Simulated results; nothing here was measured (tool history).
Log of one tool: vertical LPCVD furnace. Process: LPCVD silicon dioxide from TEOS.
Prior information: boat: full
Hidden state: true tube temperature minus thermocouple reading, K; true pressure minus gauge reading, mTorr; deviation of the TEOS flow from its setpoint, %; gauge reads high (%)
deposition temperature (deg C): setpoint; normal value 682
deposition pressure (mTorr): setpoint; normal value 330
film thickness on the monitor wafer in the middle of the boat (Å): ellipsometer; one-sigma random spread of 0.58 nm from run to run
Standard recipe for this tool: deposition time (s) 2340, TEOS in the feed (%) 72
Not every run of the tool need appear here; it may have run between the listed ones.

run    hour  deposition temperature (deg C)  deposition pressure (mTorr)  deposition time (s)  TEOS in the feed (%)  wafers since the last listed run  hours since the last temperature calibration  hours since the pressure gauge was zeroed  hours since the TEOS flow controller was replaced  hours since the gauge calibration  read-back reference wafer on the same gauge, thickness  film thickness on the monitor wafer in the middle of the boat (Å)
  1     0.0                             682                          330                 2340                    66                                 0                                         909.8                                     2243.3                                              635.6                               71.5                                                  205.93                                                             1813.9
  2   292.4                             682                          330                 2340                    66                              4278                                        1202.2                                     2535.7                                              928.0                              363.9                                                  205.77                                                             1807.6
  3   374.9                             682                          305                 2340                    72                              1207                                        1284.7                                     2618.2                                             1010.5                              446.4                                                  206.07                                                             1805.0
  4   467.9                             682                          305                 2340                    72                              1360                                        1377.7                                     2711.2                                             1103.5                              539.4                                                  205.92                                                             1818.6
  5   557.0                             682                          265                 2340                    72                              1303                                        1466.8                                     2800.3                                             1192.6                              628.5                                                  206.01                                                             1699.1
  6   595.5                             682                          265                 2340                    72                               563                                        1505.3                                     2838.8                                             1231.1                              667.0                                                  205.67                                                             1702.0
  7   692.7                             682                          330                 2340                    72                              1422                                        1602.5                                     2936.0                                             1328.3                              764.2                                                  206.23                                                             1891.2
  8   786.1                             682                          330                 2340                    72                              1366                                        1695.9                                     3029.4                                             1421.7                              857.6                                                  206.37                                                             1898.3
  9   884.5                             682                          330                 2340                    72                              1439                                        1794.3                                     3127.8                                             1520.1                              956.0                                                  206.13                                                             1887.2
      918.3  -- pressure gauge zeroed
 10   954.0                             682                          330                 2340                    72                               665                                        1863.8                                       35.7                                             1589.6                             1025.5                                                  206.06                                                             1899.4
 11  1058.6                             682                          330                 2340                    72                              1530                                        1968.4                                      140.3                                             1694.2                             1130.1                                                  205.99                                                             1892.5
 12  1120.3                             682                          330                 2340                    72                               902                                        2030.1                                      202.0                                             1755.9                             1191.8                                                  205.96                                                             1896.2
 13  1162.3                             682                          330                 2340                    72                               614                                        2072.1                                      244.0                                             1797.9                             1233.8                                                  206.40                                                             1908.6
     1253.0  -- TEOS flow controller replaced
 14  1253.5                             678                          330                 2340                    72                               983                                        2163.3                                      335.2                                                0.5                             1325.0                                                  205.84                                                             1721.2
 15  1336.8                             682                          330                 2340                    66                              1219                                        2246.6                                      418.5                                               83.8                             1408.3                                                  205.85                                                             1814.7
 16  1425.4                             682                          330                 1560                    63                              1296                                        2335.2                                      507.1                                              172.4                             1496.9                                                  206.07                                                             1186.8
 17  1525.3                             670                          355                 3180                    72                              1461                                        2435.1                                      607.0                                              272.3                             1596.8                                                  205.96                                                             1991.5
 18  1595.2                             682                          270                 2340                    72                              1022                                        2505.0                                      676.9                                              342.2                             1666.7                                                  205.59                                                             1724.7
 19  1654.8                             682                          280                 1710                    72                               872                                        2564.6                                      736.5                                              401.8                             1726.3                                                  205.80                                                             1272.1
 20  1702.9                             682                          330                 2340                    72                               703                                        2612.7                                      784.6                                              449.9                             1774.4                                                  205.68                                                             1895.5
     1803.5  -- gauge calibrated
 21  1805.8                             682                          330                 1950                    68                              1505                                        2715.6                                      887.5                                              552.8                                2.3                                                  205.81                                                             1537.1
 22  1892.3                             682                          330                 2340                    72                              1265                                        2802.1                                      974.0                                              639.3                               88.8                                                  206.24                                                             1894.8
     1923.4  -- thermocouples replaced and temperature profile calibrated
 23  1975.2                             682                          265                 2340                    72                               861                                          51.8                                     1056.9                                              722.2                              171.7                                                  206.25                                                             1662.6
 24  2067.8                             682                          330                 2340                    72                              1355                                         144.4                                     1149.5                                              814.8                              264.3                                                  206.14                                                             1878.1
 25  2168.5                             670                          330                 2340                    83                              1473                                         245.1                                     1250.2                                              915.5                              365.0                                                  206.14                                                             1505.4
 26  2208.1                             676                          355                 1860                    72                               579                                         284.7                                     1289.8                                              955.1                              404.6                                                  205.88                                                             1333.7
 27  2276.7                             692                          330                 1530                    82                              1003                                         353.3                                     1358.4                                             1023.7                              473.2                                                  205.72                                                             1661.6
 28  2364.9                             682                          330                 2340                    72                              1290                                         441.5                                     1446.6                                             1111.9                              561.4                                                  205.92                                                             1886.8
 29  2452.2                             670                          400                 1620                    62                              1277                                         528.8                                     1533.9                                             1199.2                              648.7                                                  206.03                                                              990.0
 30  2551.2                             682                          330                 2910                    76                              1448                                         627.8                                     1632.9                                             1298.2                              747.7                                                  206.22                                                             2396.8
 31  2589.1                             692                          330                 2760                    76                               554                                         665.7                                     1670.8                                             1336.1                              785.6                                                  205.95                                                             2897.8

A few steps of film thickness on the monitor wafer in the middle of the boat (Å) between consecutive runs. Split each: what settings, incoming material and random variation would produce without the hidden state, and what is left over for the hidden state, along with gauge scatter present in only one of the two compared results (measured, and without hidden state):
Run 16 -> 17: deposition temperature (deg C) 682 -> 670, deposition pressure (mTorr) 330 -> 355, deposition time (s) 1560 -> 3180, TEOS in the feed (%) 63 -> 72. film thickness on the monitor wafer in the middle of the boat (Å) +804.7: hidden state +14.9, all else +789.8.
Run 22 -> 23: deposition pressure (mTorr) 330 -> 265, thermocouples replaced and temperature profile calibrated. film thickness on the monitor wafer in the middle of the boat (Å) -232.2: hidden state -30.6, all else -201.6.
Run 28 -> 29: deposition temperature (deg C) 682 -> 670, deposition pressure (mTorr) 330 -> 400, deposition time (s) 2340 -> 1620, TEOS in the feed (%) 72 -> 62. film thickness on the monitor wafer in the middle of the boat (Å) -896.8: hidden state -5.0, all else -891.8.
Run 29 -> 30: deposition temperature (deg C) 670 -> 682, deposition pressure (mTorr) 400 -> 330, deposition time (s) 1620 -> 2910, TEOS in the feed (%) 62 -> 76. film thickness on the monitor wafer in the middle of the boat (Å) +1406.8: hidden state +12.7, all else +1394.1.
